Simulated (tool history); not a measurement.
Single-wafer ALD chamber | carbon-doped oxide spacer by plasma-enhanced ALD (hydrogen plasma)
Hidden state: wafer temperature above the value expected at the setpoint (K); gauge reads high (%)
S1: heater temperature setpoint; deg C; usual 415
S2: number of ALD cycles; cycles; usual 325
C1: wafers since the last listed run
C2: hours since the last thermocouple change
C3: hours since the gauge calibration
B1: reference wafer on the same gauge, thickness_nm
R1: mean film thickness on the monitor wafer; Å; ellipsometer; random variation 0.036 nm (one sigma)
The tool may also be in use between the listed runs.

run 1 hour=0.0 | S1=424 S2=376 | C1=0 C2=1942.7 C3=281.6 | B1=16.976 | R1=166.31
run 2 hour=23.7 | S1=424 S2=376 | C1=25 C2=1966.4 C3=305.3 | B1=16.991 | R1=165.63
run 3 hour=43.7 | S1=404 S2=350 | C1=21 C2=1986.4 C3=325.3 | B1=17.004 | R1=162.67
run 4 hour=97.8 | S1=415 S2=325 | C1=57 C2=2040.5 C3=379.4 | B1=17.043 | R1=147.12
-- hour=108.9 gauge calibrated
run 5 hour=115.0 | S1=415 S2=325 | C1=18 C2=2057.7 C3=6.1 | B1=16.836 | R1=145.40
run 6 hour=131.2 | S1=415 S2=325 | C1=17 C2=2073.9 C3=22.3 | B1=16.849 | R1=144.85
-- hour=160.2 thermocouple changed; heater temperature recalibrated
run 7 hour=166.2 | S1=415 S2=325 | C1=28 C2=6.0 C3=57.3 | B1=16.870 | R1=146.06
run 8 hour=189.4 | S1=426 S2=325 | C1=24 C2=29.2 C3=80.5 | B1=16.889 | R1=141.42
run 9 hour=211.9 | S1=405 S2=325 | C1=23 C2=51.7 C3=103.0 | B1=16.899 | R1=150.43
run 10 hour=230.8 | S1=415 S2=325 | C1=19 C2=70.6 C3=121.9 | B1=16.923 | R1=146.58

The next listed run, before its measurement:
run 11 hour=250.6 | S1=415 S2=325 | C1=20 C2=90.4 C3=141.7 | B1=? | R1=?

{"run 11": {"B1": 16.923, "R1": 146.78}}
Without the tool's hidden state the same run would have given R1 145.70 Å.

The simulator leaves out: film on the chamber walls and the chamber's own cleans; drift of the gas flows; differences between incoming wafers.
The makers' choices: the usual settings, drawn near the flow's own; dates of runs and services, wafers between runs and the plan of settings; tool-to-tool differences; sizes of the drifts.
